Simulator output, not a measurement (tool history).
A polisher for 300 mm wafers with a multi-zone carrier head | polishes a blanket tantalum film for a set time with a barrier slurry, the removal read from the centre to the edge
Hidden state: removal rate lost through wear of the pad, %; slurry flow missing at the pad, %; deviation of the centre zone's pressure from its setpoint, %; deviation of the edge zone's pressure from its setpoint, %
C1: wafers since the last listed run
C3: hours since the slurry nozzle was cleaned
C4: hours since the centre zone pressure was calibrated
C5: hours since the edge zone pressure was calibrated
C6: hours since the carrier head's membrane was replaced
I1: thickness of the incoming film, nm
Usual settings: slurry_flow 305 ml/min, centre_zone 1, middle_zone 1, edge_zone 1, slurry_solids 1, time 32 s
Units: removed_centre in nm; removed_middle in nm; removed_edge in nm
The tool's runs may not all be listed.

{"run": 1, "day": 0.0, "slurry_flow": 305, "centre_zone": 1, "middle_zone": 1, "edge_zone": 1, "slurry_solids": 1, "time": 32, "C1": 0, "wafers polished on this pad": 259, "C3": 387.2, "C4": 1085.7, "C5": 263.4, "C6": 1142.6, "I1": 180.5, "removed_centre": 54.3, "removed_middle": 54.7, "removed_edge": 55.1}
{"run": 2, "day": 1.571, "slurry_flow": 305, "centre_zone": 1, "middle_zone": 1, "edge_zone": 1, "slurry_solids": 1, "time": 32, "C1": 503, "wafers polished on this pad": 763, "C3": 424.9, "C4": 1123.4, "C5": 301.1, "C6": 1180.3, "I1": 180.5, "removed_centre": 54.3, "removed_middle": 55.2, "removed_edge": 56.1}
{"run": 3, "day": 3.9, "slurry_flow": 305, "centre_zone": 1, "middle_zone": 1, "edge_zone": 1, "slurry_solids": 1, "time": 32, "C1": 746, "wafers polished on this pad": 1509, "C3": 480.8, "C4": 1179.3, "C5": 357, "C6": 1236.2, "I1": 177, "removed_centre": 54.6, "removed_middle": 56.2, "removed_edge": 56.3}
{"run": 4, "day": 6.788, "slurry_flow": 305, "centre_zone": 1, "middle_zone": 1, "edge_zone": 1, "slurry_solids": 1, "time": 32, "C1": 925, "wafers polished on this pad": 2434, "C3": 550.1, "C4": 1248.6, "C5": 426.3, "C6": 1305.5, "I1": 182.7, "removed_centre": 53.5, "removed_middle": 55.1, "removed_edge": 54.9}
{"day": 8.133, "done": "worn pad replaced by a new one"}
{"day": 9.333, "done": "slurry nozzle cleaned"}
{"run": 5, "day": 9.738, "slurry_flow": 305, "centre_zone": 1, "middle_zone": 1, "edge_zone": 1, "slurry_solids": 1, "time": 32, "C1": 878, "wafers polished on this pad": 500, "C3": 9.7, "C4": 1319.4, "C5": 497.1, "C6": 1376.3, "I1": 177.1, "removed_centre": 53.8, "removed_middle": 55.3, "removed_edge": 56.1}
{"run": 6, "day": 11.592, "slurry_flow": 305, "centre_zone": 1.08, "middle_zone": 1, "edge_zone": 1, "slurry_solids": 1, "time": 32, "C1": 594, "wafers polished on this pad": 1094, "C3": 54.2, "C4": 1363.9, "C5": 541.6, "C6": 1420.8, "I1": 176.7, "removed_centre": 56, "removed_middle": 55.8, "removed_edge": 55.6}
{"run": 7, "day": 14.508, "slurry_flow": 305, "centre_zone": 1, "middle_zone": 1, "edge_zone": 1, "slurry_solids": 1, "time": 32, "C1": 934, "wafers polished on this pad": 2028, "C3": 124.2, "C4": 1433.9, "C5": 611.6, "C6": 1490.8, "I1": 178.4, "removed_centre": 50.8, "removed_middle": 55.6, "removed_edge": 55.9}
{"day": 15.904, "done": "worn pad replaced by a new one"}
{"day": 16.283, "done": "centre zone pressure recalibrated"}
{"run": 8, "day": 17.208, "slurry_flow": 305, "centre_zone": 1, "middle_zone": 1, "edge_zone": 1, "slurry_solids": 1, "time": 32, "C1": 785, "wafers polished on this pad": 391, "C3": 189, "C4": 22.2, "C5": 676.4, "C6": 1555.6, "I1": 178.9, "removed_centre": 58.4, "removed_middle": 55.3, "removed_edge": 56.1}
{"run": 9, "day": 19.075, "slurry_flow": 305, "centre_zone": 1, "middle_zone": 1, "edge_zone": 1, "slurry_solids": 1, "time": 32, "C1": 598, "wafers polished on this pad": 989, "C3": 233.8, "C4": 67, "C5": 721.2, "C6": 1600.4, "I1": 181.1, "removed_centre": 58.2, "removed_middle": 55.8, "removed_edge": 57}
{"run": 10, "day": 21.888, "slurry_flow": 305, "centre_zone": 1, "middle_zone": 1, "edge_zone": 1, "slurry_solids": 1, "time": 32, "C1": 901, "wafers polished on this pad": 1890, "C3": 301.3, "C4": 134.5, "C5": 788.7, "C6": 1667.9, "I1": 179.8, "removed_centre": 57.1, "removed_middle": 55.1, "removed_edge": 55.3}
{"day": 24.383, "done": "worn pad replaced by a new one, of another model than before"}
{"run": 11, "day": 26.242, "slurry_flow": 335, "centre_zone": 1.11, "middle_zone": 0.97, "edge_zone": 0.96, "slurry_solids": 1, "time": 32, "C1": 1341, "wafers polished on this pad": 594, "C3": 405.8, "C4": 239, "C5": 893.2, "C6": 1772.4, "I1": 182.1, "removed_centre": 65.5, "removed_middle": 54.8, "removed_edge": 54.2}
{"run": 12, "day": 29.433, "slurry_flow": 305, "centre_zone": 1, "middle_zone": 1, "edge_zone": 1.06, "slurry_solids": 1.15, "time": 32, "C1": 1022, "wafers polished on this pad": 1617, "C3": 482.4, "C4": 315.6, "C5": 969.8, "C6": 1849, "I1": 179.2, "removed_centre": 58.2, "removed_middle": 57.4, "removed_edge": 58.7}
{"day": 30.188, "done": "carrier head's membrane replaced by a new one"}
{"day": 31.654, "done": "edge zone pressure recalibrated"}
{"run": 13, "day": 32.212, "slurry_flow": 305, "centre_zone": 1, "middle_zone": 0.92, "edge_zone": 1, "slurry_solids": 1.25, "time": 40, "C1": 797, "wafers polished on this pad": 2414, "C3": 549.1, "C4": 382.3, "C5": 13.4, "C6": 48.6, "I1": 182.2, "removed_centre": 74.8, "removed_middle": 67.8, "removed_edge": 73.3}
{"day": 33.438, "done": "worn pad replaced by a new one"}
{"day": 34.5, "done": "slurry nozzle cleaned"}
{"run": 14, "day": 34.996, "slurry_flow": 305, "centre_zone": 1.06, "middle_zone": 1, "edge_zone": 0.94, "slurry_solids": 0.8, "time": 32, "C1": 825, "wafers polished on this pad": 486, "C3": 11.9, "C4": 449.1, "C5": 80.2, "C6": 115.4, "I1": 178.9, "removed_centre": 56.1, "removed_middle": 52.9, "removed_edge": 51.3}
{"run": 15, "day": 37.083, "slurry_flow": 305, "centre_zone": 1, "middle_zone": 1, "edge_zone": 0.92, "slurry_solids": 1, "time": 26, "C1": 668, "wafers polished on this pad": 1155, "C3": 62, "C4": 499.2, "C5": 130.3, "C6": 165.5, "I1": 179.5, "removed_centre": 47.6, "removed_middle": 45.2, "removed_edge": 44.3}
{"run": 16, "day": 39.917, "slurry_flow": 400, "centre_zone": 1.07, "middle_zone": 1, "edge_zone": 1, "slurry_solids": 1, "time": 42, "C1": 907, "wafers polished on this pad": 2063, "C3": 130, "C4": 567.2, "C5": 198.3, "C6": 233.5, "I1": 183, "removed_centre": 81.2, "removed_middle": 74.4, "removed_edge": 74.1}
{"run": 17, "day": 41.279, "slurry_flow": 305, "centre_zone": 1, "middle_zone": 0.92, "edge_zone": 1, "slurry_solids": 1.25, "time": 40, "C1": 436, "wafers polished on this pad": 2499, "C3": 162.7, "C4": 599.9, "C5": 231, "C6": 266.2, "I1": 178.5, "removed_centre": 75.2, "removed_middle": 67.8, "removed_edge": 74.8}
{"day": 43.525, "done": "worn pad replaced by a new one"}
{"run": 18, "day": 43.975, "slurry_flow": 305, "centre_zone": 1, "middle_zone": 1, "edge_zone": 0.96, "slurry_solids": 0.8, "time": 27, "C1": 810, "wafers polished on this pad": 144, "C3": 227.4, "C4": 664.6, "C5": 295.7, "C6": 330.9, "I1": 178.7, "removed_centre": 45.2, "removed_middle": 44, "removed_edge": 44.2}

Forecast each of these 5 alternatives for the next run:
{"run": "A", "day": 43.992, "slurry_flow": 305, "centre_zone": 1, "middle_zone": 1, "edge_zone": 1, "slurry_solids": 1, "time": 32, "C1": 5, "wafers polished on this pad": 149, "C3": 227.8, "C4": 665, "C5": 296.1, "C6": 331.3, "I1": 180.8, "removed_centre": "?", "removed_middle": "?", "removed_edge": "?"}
{"run": "B", "day": 43.992, "slurry_flow": 305, "centre_zone": 1, "middle_zone": 1, "edge_zone": 1.08, "slurry_solids": 1, "time": 28, "C1": 5, "wafers polished on this pad": 149, "C3": 227.8, "C4": 665, "C5": 296.1, "C6": 331.3, "I1": 180.8, "removed_centre": "?", "removed_middle": "?", "removed_edge": "?"}
{"run": "C", "day": 43.992, "slurry_flow": 395, "centre_zone": 1, "middle_zone": 1, "edge_zone": 1.1, "slurry_solids": 1.1, "time": 27, "C1": 5, "wafers polished on this pad": 149, "C3": 227.8, "C4": 665, "C5": 296.1, "C6": 331.3, "I1": 180.8, "removed_centre": "?", "removed_middle": "?", "removed_edge": "?"}
{"run": "D", "day": 43.992, "slurry_flow": 305, "centre_zone": 1, "middle_zone": 0.94, "edge_zone": 1, "slurry_solids": 1, "time": 32, "C1": 5, "wafers polished on this pad": 149, "C3": 227.8, "C4": 665, "C5": 296.1, "C6": 331.3, "I1": 180.8, "removed_centre": "?", "removed_middle": "?", "removed_edge": "?"}
{"run": "E", "day": 43.992, "slurry_flow": 225, "centre_zone": 1, "middle_zone": 0.91, "edge_zone": 1, "slurry_solids": 1, "time": 32, "C1": 5, "wafers polished on this pad": 149, "C3": 227.8, "C4": 665, "C5": 296.1, "C6": 331.3, "I1": 180.8, "removed_centre": "?", "removed_middle": "?", "removed_edge": "?"}

run=A removed_centre=57.1 removed_middle=54.8 removed_edge=56.6
run=B removed_centre=50 removed_middle=48 removed_edge=51.5
run=C removed_centre=50.9 removed_middle=48.7 removed_edge=52.4
run=D removed_centre=57.1 removed_middle=52.1 removed_edge=56.7
run=E removed_centre=53.3 removed_middle=47.6 removed_edge=54.1
Without the tool's hidden state the same runs would have given:
run=A removed_centre=58.7 removed_middle=54.8 removed_edge=56.6
run=B removed_centre=51.4 removed_middle=48 removed_edge=51.5
run=C removed_centre=52.3 removed_middle=48.7 removed_edge=52.4
run=D removed_centre=58.7 removed_middle=52.1 removed_edge=56.7
run=E removed_centre=54.8 removed_middle=47.6 removed_edge=54.1
